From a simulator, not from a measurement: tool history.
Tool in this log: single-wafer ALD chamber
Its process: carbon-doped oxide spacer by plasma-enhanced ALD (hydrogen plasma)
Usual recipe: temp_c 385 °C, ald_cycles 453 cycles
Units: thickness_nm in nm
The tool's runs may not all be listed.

run,hour,temp_c,ald_cycles,"read-back reference wafer on the same gauge, thickness_nm",thickness_nm
1,0,375,391,18.008,18.704
2,12.7,385,453,17.998,21.766
3,19.4,385,453,17.996,21.738
4,35,379,415,18.001,19.808
5,44,379,415,18.006,19.905
6,58.7,389,453,18.007,21.688
7,66,385,453,18.008,21.671
8,76.5,385,453,18.001,21.652
9,91.7,385,453,17.997,21.598
10,103.8,385,453,18.002,21.721
11,111.7,385,453,17.99,21.731
12,121,385,453,18,21.729
13,138.7,388,490,17.995,23.457
14,149.7,388,490,18.005,23.44
15,161.3,385,453,17.994,21.742
16,170,385,453,17.997,21.655
17,186,385,453,17.996,21.647
18,192.2,385,453,18,21.743
19,206.1,385,453,18.003,21.823
20,222.8,385,453,17.994,21.741
21,240,385,453,18.002,21.7
22,246.3,385,453,17.99,21.721
23,259.9,385,453,17.995,21.725
24,269.9,400,420,18.003,20.013
25,280.3,370,453,17.996,21.671
26,299.6,398,372,17.994,17.813
27,304.4,385,453,18.013,21.759
28,310.6,376,518,17.995,24.874
29,327.7,392,542,18.002,25.999
30,334.2,385,453,18.001,21.653
31,346.6,399,390,17.997,18.699
32,358.6,376,453,17.991,21.749
33,366.9,374,412,18.003,19.718
34,378.3,378,408,18.009,19.459
35,393.4,370,376,17.997,17.964
36,406.6,375,507,17.998,24.382
37,413.3,372,538,17.999,25.695
38,425.5,376,428,17.999,20.465
39,432.8,385,453,18.006,21.657
40,439.5,379,393,18.009,18.837
41,470.5,376,428,18,20.521
42,485,371,514,18,24.518
43,501.1,398,509,18.001,24.427
44,513,379,538,18.004,25.718
45,519.5,392,390,18.004,18.623
46,536.4,392,495,17.988,23.742

Taken out of this log: 2 entries between the listed runs. Where each belongs, and how the hidden state differs across it:
Run 19 -> run 20: gauge calibrated (hour 220.7)
  nothing in the hidden state changes from one run to the other
Run 25 -> run 26: thermocouple changed; heater temperature recalibrated (hour 299.1)
  nothing in the hidden state changes from one run to the other

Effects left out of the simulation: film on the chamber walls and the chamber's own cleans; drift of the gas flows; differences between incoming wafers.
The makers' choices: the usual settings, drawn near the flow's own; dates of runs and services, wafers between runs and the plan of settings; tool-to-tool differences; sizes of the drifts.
